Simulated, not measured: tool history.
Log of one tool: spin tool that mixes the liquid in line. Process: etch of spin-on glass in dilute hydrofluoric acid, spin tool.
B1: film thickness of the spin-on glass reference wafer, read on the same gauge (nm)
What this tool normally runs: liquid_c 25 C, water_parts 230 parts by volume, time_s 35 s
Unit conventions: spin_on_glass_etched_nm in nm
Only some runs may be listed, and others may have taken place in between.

{"run": 1, "hour": 0.0, "liquid_c": 25, "water_parts": 230, "time_s": 20, "B1": 30.02, "spin_on_glass_etched_nm": 5.59}
{"run": 2, "hour": 42.7, "liquid_c": 25, "water_parts": 230, "time_s": 20, "B1": 30.03, "spin_on_glass_etched_nm": 5.57}
{"run": 3, "hour": 127.8, "liquid_c": 25, "water_parts": 230, "time_s": 35, "B1": 29.98, "spin_on_glass_etched_nm": 9.8}
{"run": 4, "hour": 232.6, "liquid_c": 25, "water_parts": 320, "time_s": 50, "B1": 30.01, "spin_on_glass_etched_nm": 9.13}
{"run": 5, "hour": 320.0, "liquid_c": 25, "water_parts": 230, "time_s": 35, "B1": 30.01, "spin_on_glass_etched_nm": 9.74}
{"hour": 395.5, "done": "thermometer replaced"}
{"run": 6, "hour": 418.5, "liquid_c": 25, "water_parts": 230, "time_s": 35, "B1": 29.95, "spin_on_glass_etched_nm": 10.09}
{"run": 7, "hour": 461.2, "liquid_c": 25, "water_parts": 230, "time_s": 35, "B1": 30, "spin_on_glass_etched_nm": 10.1}
{"run": 8, "hour": 590.1, "liquid_c": 25, "water_parts": 230, "time_s": 35, "B1": 30.01, "spin_on_glass_etched_nm": 10.18}
{"run": 9, "hour": 695.0, "liquid_c": 25, "water_parts": 230, "time_s": 35, "B1": 29.97, "spin_on_glass_etched_nm": 10.08}
{"hour": 722.6, "done": "gauge calibrated"}
{"run": 10, "hour": 768.8, "liquid_c": 25, "water_parts": 230, "time_s": 35, "B1": 29.97, "spin_on_glass_etched_nm": 10.14}
{"hour": 811.2, "done": "hydrofluoric acid flow meter replaced"}
{"run": 11, "hour": 832.8, "liquid_c": 25, "water_parts": 230, "time_s": 35, "B1": 30.02, "spin_on_glass_etched_nm": 9.55}
{"run": 12, "hour": 903.6, "liquid_c": 25, "water_parts": 230, "time_s": 35, "B1": 30.03, "spin_on_glass_etched_nm": 9.57}
{"run": 13, "hour": 959.7, "liquid_c": 28, "water_parts": 140, "time_s": 35, "B1": 30.01, "spin_on_glass_etched_nm": 19.36}
{"run": 14, "hour": 1004.0, "liquid_c": 22, "water_parts": 305, "time_s": 45, "B1": 29.99, "spin_on_glass_etched_nm": 7.74}
{"run": 15, "hour": 1056.1, "liquid_c": 25, "water_parts": 230, "time_s": 35, "B1": 30.02, "spin_on_glass_etched_nm": 9.64}
{"run": 16, "hour": 1136.0, "liquid_c": 25, "water_parts": 345, "time_s": 35, "B1": 29.99, "spin_on_glass_etched_nm": 5.75}
{"hour": 1155.3, "done": "thermometer replaced"}
{"run": 17, "hour": 1202.1, "liquid_c": 25, "water_parts": 230, "time_s": 35, "B1": 29.96, "spin_on_glass_etched_nm": 9.97}
{"run": 18, "hour": 1261.8, "liquid_c": 25, "water_parts": 230, "time_s": 35, "B1": 30.03, "spin_on_glass_etched_nm": 9.98}
{"run": 19, "hour": 1313.2, "liquid_c": 22.5, "water_parts": 265, "time_s": 30, "B1": 30.01, "spin_on_glass_etched_nm": 6.51}
{"run": 20, "hour": 1361.7, "liquid_c": 23, "water_parts": 230, "time_s": 35, "B1": 30.04, "spin_on_glass_etched_nm": 9.32}
{"run": 21, "hour": 1413.1, "liquid_c": 25, "water_parts": 230, "time_s": 40, "B1": 29.98, "spin_on_glass_etched_nm": 11.44}
{"run": 22, "hour": 1457.1, "liquid_c": 28, "water_parts": 165, "time_s": 55, "B1": 30.02, "spin_on_glass_etched_nm": 25.93}
{"run": 23, "hour": 1528.8, "liquid_c": 20.5, "water_parts": 230, "time_s": 35, "B1": 29.99, "spin_on_glass_etched_nm": 8.43}
{"run": 24, "hour": 1572.0, "liquid_c": 21, "water_parts": 145, "time_s": 35, "B1": 29.99, "spin_on_glass_etched_nm": 14.7}
{"run": 25, "hour": 1621.4, "liquid_c": 29.5, "water_parts": 230, "time_s": 35, "B1": 30.01, "spin_on_glass_etched_nm": 11.72}

5 options for the next run, each taken on its own from the tool as it stands now. Forecast them:
{"run": "A", "hour": 1621.8, "liquid_c": 25, "water_parts": 230, "time_s": 35, "B1": "?", "spin_on_glass_etched_nm": "?"}
{"run": "B", "hour": 1621.8, "liquid_c": 26.5, "water_parts": 190, "time_s": 15, "B1": "?", "spin_on_glass_etched_nm": "?"}
{"run": "C", "hour": 1621.8, "liquid_c": 20.5, "water_parts": 310, "time_s": 45, "B1": "?", "spin_on_glass_etched_nm": "?"}
{"run": "D", "hour": 1621.8, "liquid_c": 28.5, "water_parts": 180, "time_s": 40, "B1": "?", "spin_on_glass_etched_nm": "?"}
{"run": "E", "hour": 1621.8, "liquid_c": 25, "water_parts": 185, "time_s": 40, "B1": "?", "spin_on_glass_etched_nm": "?"}

run=A B1=30 spin_on_glass_etched_nm=10.05
run=B B1=30 spin_on_glass_etched_nm=5.74
run=C B1=30 spin_on_glass_etched_nm=7.55
run=D B1=30 spin_on_glass_etched_nm=17.59
run=E B1=30 spin_on_glass_etched_nm=14.96
What these runs would have given with no unlogged condition in the tool:
run=A spin_on_glass_etched_nm=9.86
run=B spin_on_glass_etched_nm=5.64
run=C spin_on_glass_etched_nm=7.4
run=D spin_on_glass_etched_nm=17.27
run=E spin_on_glass_etched_nm=14.72
